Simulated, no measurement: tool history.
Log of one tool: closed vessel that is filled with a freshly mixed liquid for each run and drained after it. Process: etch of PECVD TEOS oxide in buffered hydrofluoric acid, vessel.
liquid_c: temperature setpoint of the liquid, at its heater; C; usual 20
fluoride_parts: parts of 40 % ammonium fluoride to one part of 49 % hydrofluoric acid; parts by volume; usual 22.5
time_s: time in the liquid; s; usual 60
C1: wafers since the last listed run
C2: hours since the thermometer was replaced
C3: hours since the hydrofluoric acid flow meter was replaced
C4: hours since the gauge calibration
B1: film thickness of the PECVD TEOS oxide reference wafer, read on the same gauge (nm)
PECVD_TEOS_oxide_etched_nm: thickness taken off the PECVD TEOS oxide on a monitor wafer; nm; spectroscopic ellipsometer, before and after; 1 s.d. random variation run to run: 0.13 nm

Run 1, day 0: usual settings; C1 0; C2 1358.3; C3 687.3; C4 222.2; B1 40. Result: PECVD_TEOS_oxide_etched_nm 29.74 nm.
Run 2, day 3.112: usual settings; C1 6029; C2 1433; C3 762; C4 296.9; B1 39.99. Result: PECVD_TEOS_oxide_etched_nm 29.39 nm.
Run 3, day 6.346: usual settings; C1 6264; C2 1510.6; C3 839.6; C4 374.5; B1 39.98. Result: PECVD_TEOS_oxide_etched_nm 29.43 nm.
Run 4, day 10.121: usual settings but liquid_c 23 C, fluoride_parts 20.5 parts by volume; C1 7313; C2 1601.2; C3 930.2; C4 465.1; B1 40.01. Result: PECVD_TEOS_oxide_etched_nm 36.59 nm.
Run 5, day 14.283: usual settings but liquid_c 23 C, fluoride_parts 20.5 parts by volume; C1 8064; C2 1701.1; C3 1030.1; C4 565; B1 40. Result: PECVD_TEOS_oxide_etched_nm 36.91 nm.
At day 16.033: hydrofluoric acid flow meter replaced.
Run 6, day 17.567: usual settings but liquid_c 23 C, fluoride_parts 20.5 parts by volume; C1 6280; C2 1779.9; C3 36.8; C4 643.8; B1 40.03. Result: PECVD_TEOS_oxide_etched_nm 38.66 nm.
Run 7, day 20.95: usual settings; C1 6554; C2 1861.1; C3 118; C4 725; B1 39.98. Result: PECVD_TEOS_oxide_etched_nm 30.43 nm.
Run 8, day 23.2: usual settings; C1 4359; C2 1915.1; C3 172; C4 779; B1 40.03. Result: PECVD_TEOS_oxide_etched_nm 30.54 nm.
Run 9, day 25.696: usual settings but liquid_c 17 C; C1 4835; C2 1975; C3 231.9; C4 838.9; B1 39.97. Result: PECVD_TEOS_oxide_etched_nm 25.81 nm.
Run 10, day 28.046: usual settings; C1 4552; C2 2031.4; C3 288.3; C4 895.3; B1 39.97. Result: PECVD_TEOS_oxide_etched_nm 30.63 nm.
Run 11, day 31.354: usual settings; C1 6409; C2 2110.8; C3 367.7; C4 974.7; B1 39.99. Result: PECVD_TEOS_oxide_etched_nm 30.38 nm.
Run 12, day 33.642: usual settings; C1 4431; C2 2165.7; C3 422.6; C4 1029.6; B1 40.01. Result: PECVD_TEOS_oxide_etched_nm 30.35 nm.
Run 13, day 35.388: usual settings but liquid_c 18.5 C, time_s 85 s; C1 3382; C2 2207.6; C3 464.5; C4 1071.5; B1 39.99. Result: PECVD_TEOS_oxide_etched_nm 39.86 nm.
Run 14, day 38.458: usual settings but time_s 40 s; C1 5949; C2 2281.3; C3 538.2; C4 1145.2; B1 39.99. Result: PECVD_TEOS_oxide_etched_nm 20.21 nm.
Run 15, day 42.088: usual settings; C1 7030; C2 2368.4; C3 625.3; C4 1232.3; B1 39.99. Result: PECVD_TEOS_oxide_etched_nm 30.28 nm.
Run 16, day 48.088: usual settings; C1 11624; C2 2512.4; C3 769.3; C4 1376.3; B1 39.98. Result: PECVD_TEOS_oxide_etched_nm 30.16 nm.
Run 17, day 50.15: usual settings but fluoride_parts 17 parts by volume, time_s 75 s; C1 3995; C2 2561.9; C3 818.8; C4 1425.8; B1 39.98. Result: PECVD_TEOS_oxide_etched_nm 46.57 nm.
Run 18, day 54.079: usual settings but liquid_c 17.5 C, fluoride_parts 14 parts by volume; C1 7612; C2 2656.2; C3 913.1; C4 1520.1; B1 39.99. Result: PECVD_TEOS_oxide_etched_nm 39.03 nm.
At day 54.504: gauge calibrated.
At day 55.746: thermometer replaced.
Run 19, day 56.317: usual settings but fluoride_parts 18.5 parts by volume; C1 4254; C2 13.7; C3 966.8; C4 43.5; B1 40.05. Result: PECVD_TEOS_oxide_etched_nm 32.46 nm.
At day 56.775: hydrofluoric acid flow meter replaced.
Run 20, day 57.838: usual settings; C1 2865; C2 50.2; C3 25.5; C4 80; B1 40.04. Result: PECVD_TEOS_oxide_etched_nm 29.89 nm.
Run 21, day 60.612: usual settings but time_s 85 s; C1 5376; C2 116.8; C3 92.1; C4 146.6; B1 40.04. Result: PECVD_TEOS_oxide_etched_nm 42.34 nm.
Run 22, day 63.592: usual settings but time_s 30 s; C1 5771; C2 188.3; C3 163.6; C4 218.1; B1 39.96. Result: PECVD_TEOS_oxide_etched_nm 14.92 nm.
Run 23, day 66.971: usual settings but time_s 95 s; C1 6546; C2 269.4; C3 244.7; C4 299.2; B1 40. Result: PECVD_TEOS_oxide_etched_nm 46.85 nm.
Run 24, day 71.238: usual settings but fluoride_parts 17 parts by volume; C1 8265; C2 371.8; C3 347.1; C4 401.6; B1 39.97. Result: PECVD_TEOS_oxide_etched_nm 37.48 nm.

Below are 4 alternative next runs, each starting from the tool's condition after run 24. Predict each:
Run A, day 71.267: usual settings but time_s 75 s; C1 56; C2 372.5; C3 347.8; C4 402.3; B1 ?. Result: PECVD_TEOS_oxide_etched_nm ?.
Run B, day 71.267: usual settings but fluoride_parts 25 parts by volume; C1 56; C2 372.5; C3 347.8; C4 402.3; B1 ?. Result: PECVD_TEOS_oxide_etched_nm ?.
Run C, day 71.267: usual settings but liquid_c 22.5 C, fluoride_parts 30 parts by volume, time_s 85 s; C1 56; C2 372.5; C3 347.8; C4 402.3; B1 ?. Result: PECVD_TEOS_oxide_etched_nm ?.
Run D, day 71.267: usual settings but fluoride_parts 30 parts by volume, time_s 30 s; C1 56; C2 372.5; C3 347.8; C4 402.3; B1 ?. Result: PECVD_TEOS_oxide_etched_nm ?.

run     B1  PECVD_TEOS_oxide_etched_nm
  A  39.99                       37.08
  B  39.99                       27.58
  C  39.99                       39.26
  D  39.99                       12.05
What these runs would have given with no unlogged condition in the tool:
run  PECVD_TEOS_oxide_etched_nm
  A                       36.78
  B                       27.36
  C                       39.29
  D                       12.06
